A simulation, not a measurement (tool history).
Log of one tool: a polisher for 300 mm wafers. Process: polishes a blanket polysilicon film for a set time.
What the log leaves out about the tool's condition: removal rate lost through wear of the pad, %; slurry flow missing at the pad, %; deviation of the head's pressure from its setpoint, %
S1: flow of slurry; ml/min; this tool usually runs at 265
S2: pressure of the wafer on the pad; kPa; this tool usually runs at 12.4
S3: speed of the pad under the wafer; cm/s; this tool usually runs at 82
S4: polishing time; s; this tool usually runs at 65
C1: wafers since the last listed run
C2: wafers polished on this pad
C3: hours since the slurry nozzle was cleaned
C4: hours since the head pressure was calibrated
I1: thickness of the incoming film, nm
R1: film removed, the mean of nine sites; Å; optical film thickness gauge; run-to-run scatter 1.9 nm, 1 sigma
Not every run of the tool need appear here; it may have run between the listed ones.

Run 1, hour 0: usual settings but S3 70 cm/s; C1 0; C2 46; C3 93.7; C4 1225.9; I1 2081.7. Result: R1 1959 Å.
Run 2, hour 12.9: usual settings but S3 70 cm/s; C1 96; C2 143; C3 106.6; C4 1238.8; I1 2067.3. Result: R1 1973 Å.
Run 3, hour 29.6: usual settings; C1 124; C2 268; C3 123.3; C4 1255.5; I1 2111.5. Result: R1 2258 Å.
Run 4, hour 38.2: usual settings; C1 64; C2 332; C3 131.9; C4 1264.1; I1 2090.4. Result: R1 2309 Å.
Run 5, hour 47.4: usual settings but S3 88 cm/s; C1 68; C2 401; C3 141.1; C4 1273.3; I1 2115.8. Result: R1 2446 Å.
Run 6, hour 56.5: usual settings; C1 68; C2 469; C3 150.2; C4 1282.4; I1 2086.7. Result: R1 2258 Å.
At hour 63.8: worn pad replaced by a new one.
Run 7, hour 69.2: usual settings; C1 65; C2 40; C3 162.9; C4 1295.1; I1 2066.6. Result: R1 2262 Å.
Run 8, hour 78.9: usual settings; C1 72; C2 112; C3 172.6; C4 1304.8; I1 2116.2. Result: R1 2236 Å.
Run 9, hour 87.6: usual settings but S3 68 cm/s; C1 65; C2 177; C3 181.3; C4 1313.5; I1 2128.2. Result: R1 1868 Å.
Run 10, hour 94.2: usual settings; C1 49; C2 226; C3 187.9; C4 1320.1; I1 2089.5. Result: R1 2242 Å.
Run 11, hour 101.1: usual settings; C1 51; C2 278; C3 194.8; C4 1327; I1 2073.7. Result: R1 2269 Å.
Run 12, hour 116.3: usual settings but S1 185 ml/min, S3 100 cm/s; C1 113; C2 392; C3 210; C4 1342.2; I1 2076.5. Result: R1 2533 Å.
Run 13, hour 132.9: usual settings but S3 90 cm/s; C1 124; C2 516; C3 226.6; C4 1358.8; I1 2134.3. Result: R1 2452 Å.
At hour 138.2: slurry nozzle cleaned.
Run 14, hour 147.3: usual settings; C1 100; C2 616; C3 9.1; C4 1373.2; I1 2073.5. Result: R1 2328 Å.
At hour 152.5: worn pad replaced by a new one.
Run 15, hour 158: usual settings but S2 14.5 kPa; C1 50; C2 41; C3 19.8; C4 1383.9; I1 2100.6. Result: R1 2503 Å.
At hour 170.5: head pressure recalibrated.
Run 16, hour 171: usual settings; C1 82; C2 123; C3 32.8; C4 0.5; I1 2083.3. Result: R1 2312 Å.
Run 17, hour 181.2: usual settings but S1 190 ml/min, S3 106 cm/s, S4 49 s; C1 76; C2 199; C3 43; C4 10.7; I1 2062.3. Result: R1 2131 Å.
Run 18, hour 187.7: usual settings but S1 320 ml/min, S2 9 kPa, S3 104 cm/s, S4 73 s; C1 48; C2 248; C3 49.5; C4 17.2; I1 2072. Result: R1 2788 Å.
Run 19, hour 194.1: usual settings; C1 47; C2 296; C3 55.9; C4 23.6; I1 2050.7. Result: R1 2299 Å.
Run 20, hour 203: usual settings but S1 350 ml/min, S2 8.3 kPa, S3 98 cm/s, S4 75 s; C1 66; C2 362; C3 64.8; C4 32.5; I1 2091.1. Result: R1 2646 Å.
Run 21, hour 210.5: usual settings but S1 175 ml/min; C1 56; C2 418; C3 72.3; C4 40; I1 2077.6. Result: R1 2133 Å.
Run 22, hour 228.3: usual settings but S3 68 cm/s; C1 133; C2 551; C3 90.1; C4 57.8; I1 2096.7. Result: R1 1891 Å.

What if the next run were any one of these 3? Each begins from the tool's condition after run 22:
Run A, hour 228.7: usual settings; C1 2; C2 554; C3 90.5; C4 58.2; I1 2076.7. Result: R1 ?.
Run B, hour 228.7: usual settings but S1 340 ml/min, S2 15.2 kPa, S3 96 cm/s, S4 76 s; C1 2; C2 554; C3 90.5; C4 58.2; I1 2076.7. Result: R1 ?.
Run C, hour 228.7: usual settings but S1 305 ml/min, S3 100 cm/s; C1 2; C2 554; C3 90.5; C4 58.2; I1 2076.7. Result: R1 ?.

run    R1
  A  2322
  B  3698
  C  2877
Without the tool's unlogged condition, the same runs would have read:
run    R1
  A  2344
  B  3726
  C  2901
